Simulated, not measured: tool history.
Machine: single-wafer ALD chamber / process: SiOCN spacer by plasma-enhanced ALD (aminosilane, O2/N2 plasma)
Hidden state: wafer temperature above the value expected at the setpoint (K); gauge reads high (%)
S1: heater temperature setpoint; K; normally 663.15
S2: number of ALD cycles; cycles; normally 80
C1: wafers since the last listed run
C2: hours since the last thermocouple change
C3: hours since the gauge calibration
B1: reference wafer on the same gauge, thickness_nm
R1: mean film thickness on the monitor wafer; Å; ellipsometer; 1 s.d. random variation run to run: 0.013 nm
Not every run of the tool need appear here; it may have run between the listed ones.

run 1 day=0 | S1=663.15 S2=70 | C1=0 C2=2595.5 C3=735 | B1=5.609 | R1=45.61
run 2 day=1.883 | S1=668.15 S2=93 | C1=104 C2=2640.7 C3=780.2 | B1=5.607 | R1=60.79
run 3 day=5.462 | S1=668.15 S2=93 | C1=197 C2=2726.6 C3=866.1 | B1=5.605 | R1=60.68
-- day=6.404 gauge calibrated
run 4 day=7.533 | S1=663.15 S2=80 | C1=114 C2=2776.3 C3=27.1 | B1=5.714 | R1=53.54
run 5 day=10.375 | S1=663.15 S2=80 | C1=157 C2=2844.5 C3=95.3 | B1=5.681 | R1=53.06
run 6 day=12.129 | S1=663.15 S2=80 | C1=97 C2=2886.6 C3=137.4 | B1=5.665 | R1=52.92
run 7 day=15.246 | S1=672.15 S2=88 | C1=172 C2=2961.4 C3=212.2 | B1=5.642 | R1=58.02
run 8 day=18.608 | S1=672.15 S2=88 | C1=185 C2=3042.1 C3=292.9 | B1=5.622 | R1=57.53
-- day=20.675 thermocouple changed; heater temperature recalibrated
run 9 day=21.542 | S1=672.15 S2=88 | C1=143 C2=20.8 C3=363.3 | B1=5.611 | R1=57.66
run 10 day=34.417 | S1=663.15 S2=80 | C1=712 C2=329.8 C3=672.3 | B1=5.582 | R1=52.01
run 11 day=37.338 | S1=671.15 S2=90 | C1=161 C2=399.9 C3=742.4 | B1=5.579 | R1=58.64
run 12 day=39.067 | S1=663.15 S2=80 | C1=95 C2=441.4 C3=783.9 | B1=5.575 | R1=51.89
-- day=40.692 gauge calibrated
run 13 day=42.046 | S1=672.15 S2=74 | C1=164 C2=512.9 C3=32.5 | B1=5.723 | R1=49.52
run 14 day=45.708 | S1=677.15 S2=90 | C1=202 C2=600.8 C3=120.4 | B1=5.686 | R1=59.03
run 15 day=47.896 | S1=663.15 S2=80 | C1=121 C2=653.3 C3=172.9 | B1=5.664 | R1=53.04
run 16 day=51.604 | S1=663.15 S2=80 | C1=205 C2=742.3 C3=261.9 | B1=5.643 | R1=52.5
run 17 day=53.958 | S1=655.15 S2=80 | C1=130 C2=798.8 C3=318.4 | B1=5.629 | R1=52.3
run 18 day=58.146 | S1=656.15 S2=87 | C1=231 C2=899.3 C3=418.9 | B1=5.618 | R1=56.99
run 19 day=60.221 | S1=663.15 S2=80 | C1=114 C2=949.1 C3=468.7 | B1=5.615 | R1=52.34
run 20 day=61.996 | S1=671.15 S2=91 | C1=98 C2=991.7 C3=511.3 | B1=5.609 | R1=59.32
run 21 day=65.354 | S1=654.15 S2=90 | C1=185 C2=1072.3 C3=591.9 | B1=5.602 | R1=58.71

Each row is a separate what-if for the run after 21, all from the same tool condition, not one after another. Results?
run A day=65.379 | S1=663.15 S2=80 | C1=1 C2=1072.9 C3=592.5 | B1=? | R1=?
run B day=65.379 | S1=649.15 S2=90 | C1=1 C2=1072.9 C3=592.5 | B1=? | R1=?
run C day=65.379 | S1=663.15 S2=92 | C1=1 C2=1072.9 C3=592.5 | B1=? | R1=?
run D day=65.379 | S1=668.15 S2=88 | C1=1 C2=1072.9 C3=592.5 | B1=? | R1=?

run=A B1=5.6 R1=52.45
run=B B1=5.6 R1=59
run=C B1=5.6 R1=60.31
run=D B1=5.6 R1=57.69
With the hidden condition removed and each run's random variation left untouched, the same runs would have given:
run=A R1=53.76
run=B R1=60.48
run=C R1=61.82
run=D R1=59.13
